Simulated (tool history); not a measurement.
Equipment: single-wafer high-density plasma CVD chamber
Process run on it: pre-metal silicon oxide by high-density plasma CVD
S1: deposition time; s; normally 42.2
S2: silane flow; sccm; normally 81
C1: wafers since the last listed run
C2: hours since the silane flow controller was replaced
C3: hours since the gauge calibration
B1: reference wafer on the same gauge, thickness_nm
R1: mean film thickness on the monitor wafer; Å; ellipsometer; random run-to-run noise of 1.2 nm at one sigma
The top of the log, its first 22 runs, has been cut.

run	hour	S1	S2	C1	C2	C3	B1	R1
23	624.8	36.8	65	1120	377.9	253.4	389.835	2346.92
24	655.8	38.0	91	970	408.9	284.4	390.449	3352.52
25	677.8	42.2	81	688	430.9	306.4	389.228	3336.99
26	705.5	47.7	65	867	458.6	334.1	389.874	3007.38
27	725.9	34.6	96	638	479.0	354.5	389.840	3223.19
28	757.5	45.6	76	989	510.6	386.1	389.431	3332.89
29	777.6	45.0	87	629	530.7	406.2	389.797	3776.68
30	793.9	48.6	81	510	547.0	422.5	390.234	3818.85
31	818.9	40.0	69	782	572.0	447.5	390.075	2674.18

Alternative continuations, all from the tool just after run 31; predict every row:
A	819.3	46.0	81	12	572.4	447.9	?	?
B	819.3	37.5	90	12	572.4	447.9	?	?
C	819.3	44.9	68	12	572.4	447.9	?	?
D	819.3	46.1	69	12	572.4	447.9	?	?

run	B1	R1
A	389.986	3608.80
B	389.986	3268.84
C	389.986	2957.16
D	389.986	3080.85
With no hidden state in the tool, these same runs would have given:
run	R1
A	3709.98
B	3360.49
C	3040.07
D	3167.22
